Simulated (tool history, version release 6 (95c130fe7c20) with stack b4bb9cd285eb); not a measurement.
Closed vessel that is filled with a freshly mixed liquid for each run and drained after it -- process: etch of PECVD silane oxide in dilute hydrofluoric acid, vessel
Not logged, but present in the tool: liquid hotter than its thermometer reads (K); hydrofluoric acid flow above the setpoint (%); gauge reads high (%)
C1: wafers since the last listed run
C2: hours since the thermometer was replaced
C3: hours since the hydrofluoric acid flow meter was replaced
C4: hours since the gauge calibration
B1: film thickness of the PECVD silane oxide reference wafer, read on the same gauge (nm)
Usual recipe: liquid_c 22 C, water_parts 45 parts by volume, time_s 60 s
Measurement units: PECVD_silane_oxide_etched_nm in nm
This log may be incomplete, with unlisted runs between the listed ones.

{"run": 1, "day": 0.0, "liquid_c": 22, "water_parts": 45, "time_s": 60, "C1": 0, "C2": 1398.3, "C3": 1606.4, "C4": 466, "B1": 60, "PECVD_silane_oxide_etched_nm": 28.08}
{"run": 2, "day": 0.371, "liquid_c": 22, "water_parts": 45, "time_s": 60, "C1": 1260, "C2": 1407.2, "C3": 1615.3, "C4": 474.9, "B1": 60, "PECVD_silane_oxide_etched_nm": 28.25}
{"run": 3, "day": 0.646, "liquid_c": 22, "water_parts": 45, "time_s": 60, "C1": 934, "C2": 1413.8, "C3": 1621.9, "C4": 481.5, "B1": 60.01, "PECVD_silane_oxide_etched_nm": 28.02}
{"run": 4, "day": 1.183, "liquid_c": 22, "water_parts": 45, "time_s": 60, "C1": 1826, "C2": 1426.7, "C3": 1634.8, "C4": 494.4, "B1": 59.96, "PECVD_silane_oxide_etched_nm": 28.2}
{"run": 5, "day": 1.883, "liquid_c": 22, "water_parts": 45, "time_s": 60, "C1": 2379, "C2": 1443.5, "C3": 1651.6, "C4": 511.2, "B1": 60, "PECVD_silane_oxide_etched_nm": 28.18}
{"run": 6, "day": 2.35, "liquid_c": 22, "water_parts": 45, "time_s": 60, "C1": 1586, "C2": 1454.7, "C3": 1662.8, "C4": 522.4, "B1": 60.03, "PECVD_silane_oxide_etched_nm": 28.08}
{"day": 2.617, "done": "hydrofluoric acid flow meter replaced"}
{"run": 7, "day": 3.058, "liquid_c": 22, "water_parts": 45, "time_s": 60, "C1": 2265, "C2": 1471.7, "C3": 10.6, "C4": 539.4, "B1": 60.03, "PECVD_silane_oxide_etched_nm": 28.14}
{"run": 8, "day": 3.471, "liquid_c": 22, "water_parts": 45, "time_s": 60, "C1": 1401, "C2": 1481.6, "C3": 20.5, "C4": 549.3, "B1": 59.96, "PECVD_silane_oxide_etched_nm": 28.19}
{"run": 9, "day": 4.212, "liquid_c": 22, "water_parts": 45, "time_s": 60, "C1": 2520, "C2": 1499.4, "C3": 38.3, "C4": 567.1, "B1": 60.03, "PECVD_silane_oxide_etched_nm": 28.25}
{"run": 10, "day": 4.696, "liquid_c": 22, "water_parts": 45, "time_s": 50, "C1": 1642, "C2": 1511, "C3": 49.9, "C4": 578.7, "B1": 59.98, "PECVD_silane_oxide_etched_nm": 23.5}
{"run": 11, "day": 5.008, "liquid_c": 18, "water_parts": 45, "time_s": 85, "C1": 1062, "C2": 1518.5, "C3": 57.4, "C4": 586.2, "B1": 60, "PECVD_silane_oxide_etched_nm": 33.46}
{"run": 12, "day": 5.496, "liquid_c": 20.5, "water_parts": 50, "time_s": 85, "C1": 1656, "C2": 1530.2, "C3": 69.1, "C4": 597.9, "B1": 59.99, "PECVD_silane_oxide_etched_nm": 33.6}
{"day": 5.775, "done": "thermometer replaced"}
{"run": 13, "day": 6.221, "liquid_c": 26.5, "water_parts": 50, "time_s": 35, "C1": 2322, "C2": 10.7, "C3": 86.5, "C4": 615.3, "B1": 59.97, "PECVD_silane_oxide_etched_nm": 17.54}
{"run": 14, "day": 6.85, "liquid_c": 22, "water_parts": 45, "time_s": 60, "C1": 2138, "C2": 25.8, "C3": 101.6, "C4": 630.4, "B1": 60, "PECVD_silane_oxide_etched_nm": 28.11}
{"run": 15, "day": 7.396, "liquid_c": 22, "water_parts": 45, "time_s": 60, "C1": 1855, "C2": 38.9, "C3": 114.7, "C4": 643.5, "B1": 59.99, "PECVD_silane_oxide_etched_nm": 28.14}
{"run": 16, "day": 7.971, "liquid_c": 22, "water_parts": 45, "time_s": 60, "C1": 1954, "C2": 52.7, "C3": 128.5, "C4": 657.3, "B1": 60.01, "PECVD_silane_oxide_etched_nm": 28.19}
{"day": 8.079, "done": "gauge calibrated"}
{"run": 17, "day": 8.229, "liquid_c": 20, "water_parts": 60, "time_s": 35, "C1": 877, "C2": 58.9, "C3": 134.7, "C4": 3.6, "B1": 60.01, "PECVD_silane_oxide_etched_nm": 11.14}
{"run": 18, "day": 8.646, "liquid_c": 22, "water_parts": 45, "time_s": 60, "C1": 1416, "C2": 68.9, "C3": 144.7, "C4": 13.6, "B1": 59.99, "PECVD_silane_oxide_etched_nm": 28.24}
{"run": 19, "day": 8.958, "liquid_c": 24.5, "water_parts": 35, "time_s": 60, "C1": 1062, "C2": 76.4, "C3": 152.2, "C4": 21.1, "B1": 59.97, "PECVD_silane_oxide_etched_nm": 40.99}
{"run": 20, "day": 9.567, "liquid_c": 22, "water_parts": 45, "time_s": 90, "C1": 2067, "C2": 91, "C3": 166.8, "C4": 35.7, "B1": 60.05, "PECVD_silane_oxide_etched_nm": 42.36}
{"run": 21, "day": 10.238, "liquid_c": 25, "water_parts": 55, "time_s": 95, "C1": 2279, "C2": 107.1, "C3": 182.9, "C4": 51.8, "B1": 60, "PECVD_silane_oxide_etched_nm": 40.85}
{"run": 22, "day": 10.896, "liquid_c": 22, "water_parts": 45, "time_s": 80, "C1": 2237, "C2": 122.9, "C3": 198.7, "C4": 67.6, "B1": 59.99, "PECVD_silane_oxide_etched_nm": 37.48}
{"run": 23, "day": 11.283, "liquid_c": 25, "water_parts": 60, "time_s": 60, "C1": 1316, "C2": 132.2, "C3": 208, "C4": 76.9, "B1": 60.03, "PECVD_silane_oxide_etched_nm": 23.41}
{"run": 24, "day": 11.908, "liquid_c": 18.5, "water_parts": 60, "time_s": 45, "C1": 2124, "C2": 147.2, "C3": 223, "C4": 91.9, "B1": 60.02, "PECVD_silane_oxide_etched_nm": 13.49}
{"run": 25, "day": 12.508, "liquid_c": 22, "water_parts": 55, "time_s": 35, "C1": 2039, "C2": 161.6, "C3": 237.4, "C4": 106.3, "B1": 59.98, "PECVD_silane_oxide_etched_nm": 13.19}
{"run": 26, "day": 13.242, "liquid_c": 22, "water_parts": 50, "time_s": 90, "C1": 2492, "C2": 179.2, "C3": 255, "C4": 123.9, "B1": 60, "PECVD_silane_oxide_etched_nm": 38.16}
{"run": 27, "day": 13.538, "liquid_c": 24.5, "water_parts": 35, "time_s": 50, "C1": 1005, "C2": 186.3, "C3": 262.1, "C4": 131, "B1": 60.01, "PECVD_silane_oxide_etched_nm": 33.93}
{"run": 28, "day": 14.267, "liquid_c": 25.5, "water_parts": 40, "time_s": 80, "C1": 2478, "C2": 203.8, "C3": 279.6, "C4": 148.5, "B1": 59.98, "PECVD_silane_oxide_etched_nm": 49.21}
{"run": 29, "day": 14.996, "liquid_c": 25, "water_parts": 45, "time_s": 35, "C1": 2478, "C2": 221.3, "C3": 297.1, "C4": 166, "B1": 59.99, "PECVD_silane_oxide_etched_nm": 18.42}
{"run": 30, "day": 15.275, "liquid_c": 22, "water_parts": 45, "time_s": 60, "C1": 948, "C2": 228, "C3": 303.8, "C4": 172.7, "B1": 59.94, "PECVD_silane_oxide_etched_nm": 28.07}
{"run": 31, "day": 15.862, "liquid_c": 20, "water_parts": 65, "time_s": 45, "C1": 1996, "C2": 242.1, "C3": 317.9, "C4": 186.8, "B1": 59.97, "PECVD_silane_oxide_etched_nm": 13.19}
{"run": 32, "day": 16.45, "liquid_c": 19, "water_parts": 45, "time_s": 60, "C1": 1996, "C2": 256.2, "C3": 332, "C4": 200.9, "B1": 60.03, "PECVD_silane_oxide_etched_nm": 24.69}

What if the next run were any one of these 5? Each begins from the tool's condition after run 32:
{"run": "A", "day": 16.479, "liquid_c": 22, "water_parts": 45, "time_s": 60, "C1": 99, "C2": 256.9, "C3": 332.7, "C4": 201.6, "B1": "?", "PECVD_silane_oxide_etched_nm": "?"}
{"run": "B", "day": 16.479, "liquid_c": 19, "water_parts": 45, "time_s": 35, "C1": 99, "C2": 256.9, "C3": 332.7, "C4": 201.6, "B1": "?", "PECVD_silane_oxide_etched_nm": "?"}
{"run": "C", "day": 16.479, "liquid_c": 20.5, "water_parts": 30, "time_s": 80, "C1": 99, "C2": 256.9, "C3": 332.7, "C4": 201.6, "B1": "?", "PECVD_silane_oxide_etched_nm": "?"}
{"run": "D", "day": 16.479, "liquid_c": 23.5, "water_parts": 55, "time_s": 60, "C1": 99, "C2": 256.9, "C3": 332.7, "C4": 201.6, "B1": "?", "PECVD_silane_oxide_etched_nm": "?"}
{"run": "E", "day": 16.479, "liquid_c": 22, "water_parts": 55, "time_s": 30, "C1": 99, "C2": 256.9, "C3": 332.7, "C4": 201.6, "B1": "?", "PECVD_silane_oxide_etched_nm": "?"}

run=A B1=59.97 PECVD_silane_oxide_etched_nm=28.06
run=B B1=59.97 PECVD_silane_oxide_etched_nm=14.41
run=C B1=59.97 PECVD_silane_oxide_etched_nm=53.65
run=D B1=59.97 PECVD_silane_oxide_etched_nm=24.12
run=E B1=59.97 PECVD_silane_oxide_etched_nm=11.33
Take away the tool's hidden state, keep each run's random variation, and the runs would have read:
run=A PECVD_silane_oxide_etched_nm=28.06
run=B PECVD_silane_oxide_etched_nm=14.41
run=C PECVD_silane_oxide_etched_nm=53.65
run=D PECVD_silane_oxide_etched_nm=24.12
run=E PECVD_silane_oxide_etched_nm=11.33
